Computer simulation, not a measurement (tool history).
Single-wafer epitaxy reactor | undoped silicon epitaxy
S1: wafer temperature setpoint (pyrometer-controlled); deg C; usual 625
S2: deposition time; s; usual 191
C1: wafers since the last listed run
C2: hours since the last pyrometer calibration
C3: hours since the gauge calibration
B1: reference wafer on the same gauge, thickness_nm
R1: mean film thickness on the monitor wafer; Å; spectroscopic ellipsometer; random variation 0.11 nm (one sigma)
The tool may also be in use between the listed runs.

run 1 day=0.000 | S1=625 S2=199 | C1=0 C2=739.3 C3=410.2 | B1=22.100 | R1=188.50
run 2 day=1.446 | S1=625 S2=191 | C1=406 C2=774.0 C3=444.9 | B1=22.126 | R1=181.45
run 3 day=2.275 | S1=625 S2=191 | C1=232 C2=793.9 C3=464.8 | B1=22.080 | R1=181.87
run 4 day=6.775 | S1=625 S2=191 | C1=1263 C2=901.9 C3=572.8 | B1=22.093 | R1=181.19
run 5 day=8.054 | S1=625 S2=191 | C1=359 C2=932.6 C3=603.5 | B1=22.064 | R1=178.86
run 6 day=9.000 | S1=625 S2=214 | C1=265 C2=955.3 C3=626.2 | B1=22.124 | R1=201.47
run 7 day=9.917 | S1=625 S2=191 | C1=257 C2=977.3 C3=648.2 | B1=22.084 | R1=180.51
run 8 day=10.529 | S1=625 S2=191 | C1=172 C2=992.0 C3=662.9 | B1=22.108 | R1=180.68
run 9 day=11.729 | S1=625 S2=191 | C1=337 C2=1020.8 C3=691.7 | B1=22.105 | R1=181.01
run 10 day=12.346 | S1=625 S2=191 | C1=173 C2=1035.6 C3=706.5 | B1=22.087 | R1=178.57
run 11 day=13.529 | S1=614 S2=191 | C1=332 C2=1064.0 C3=734.9 | B1=22.102 | R1=135.75
run 12 day=14.862 | S1=625 S2=218 | C1=374 C2=1096.0 C3=766.9 | B1=22.131 | R1=204.14
run 13 day=15.758 | S1=625 S2=191 | C1=251 C2=1117.5 C3=788.4 | B1=22.128 | R1=179.50
run 14 day=17.125 | S1=625 S2=191 | C1=383 C2=1150.3 C3=821.2 | B1=22.103 | R1=180.87
-- day=18.179 pyrometer calibrated
run 15 day=18.200 | S1=625 S2=191 | C1=208 C2=0.5 C3=847.0 | B1=22.112 | R1=188.73
-- day=18.546 gauge calibrated
run 16 day=19.554 | S1=625 S2=172 | C1=380 C2=33.0 C3=24.2 | B1=22.086 | R1=171.27
run 17 day=20.871 | S1=625 S2=191 | C1=369 C2=64.6 C3=55.8 | B1=22.071 | R1=188.67
run 18 day=21.733 | S1=625 S2=213 | C1=242 C2=85.3 C3=76.5 | B1=22.136 | R1=209.80
run 19 day=22.817 | S1=636 S2=191 | C1=304 C2=111.3 C3=102.5 | B1=22.110 | R1=246.44
run 20 day=23.604 | S1=611 S2=170 | C1=221 C2=130.2 C3=121.4 | B1=22.119 | R1=116.83
run 21 day=24.308 | S1=637 S2=161 | C1=197 C2=147.1 C3=138.3 | B1=22.085 | R1=210.73
run 22 day=25.604 | S1=625 S2=225 | C1=363 C2=178.2 C3=169.4 | B1=22.088 | R1=218.92
run 23 day=26.392 | S1=613 S2=172 | C1=221 C2=197.1 C3=188.3 | B1=22.106 | R1=122.58
run 24 day=27.796 | S1=625 S2=191 | C1=394 C2=230.8 C3=222.0 | B1=22.134 | R1=185.17
run 25 day=28.338 | S1=629 S2=227 | C1=152 C2=243.8 C3=235.0 | B1=22.093 | R1=243.09
run 26 day=28.846 | S1=625 S2=168 | C1=142 C2=256.0 C3=247.2 | B1=22.098 | R1=160.64
run 27 day=29.729 | S1=625 S2=191 | C1=248 C2=277.2 C3=268.4 | B1=22.128 | R1=184.60
run 28 day=31.038 | S1=633 S2=208 | C1=367 C2=308.6 C3=299.8 | B1=22.094 | R1=244.13
run 29 day=31.900 | S1=615 S2=171 | C1=242 C2=329.3 C3=320.5 | B1=22.073 | R1=126.93
run 30 day=33.133 | S1=625 S2=191 | C1=346 C2=358.9 C3=350.1 | B1=22.083 | R1=184.41
run 31 day=34.342 | S1=635 S2=159 | C1=339 C2=387.9 C3=379.1 | B1=22.085 | R1=196.85

5 ways to go on from here, each from the tool as it stands after run 31. What would each give?
run A day=34.362 | S1=625 S2=191 | C1=5 C2=388.4 C3=379.6 | B1=? | R1=?
run B day=34.362 | S1=617 S2=168 | C1=5 C2=388.4 C3=379.6 | B1=? | R1=?
run C day=34.362 | S1=637 S2=211 | C1=5 C2=388.4 C3=379.6 | B1=? | R1=?
run D day=34.362 | S1=625 S2=166 | C1=5 C2=388.4 C3=379.6 | B1=? | R1=?
run E day=34.362 | S1=617 S2=213 | C1=5 C2=388.4 C3=379.6 | B1=? | R1=?

run=A B1=22.122 R1=183.89
run=B B1=22.122 R1=132.13
run=C B1=22.122 R1=273.18
run=D B1=22.122 R1=159.82
run=E B1=22.122 R1=167.52
Without the tool's hidden state the same runs would have given:
run=A R1=189.71
run=B R1=136.39
run=C R1=281.56
run=D R1=164.88
run=E R1=172.92
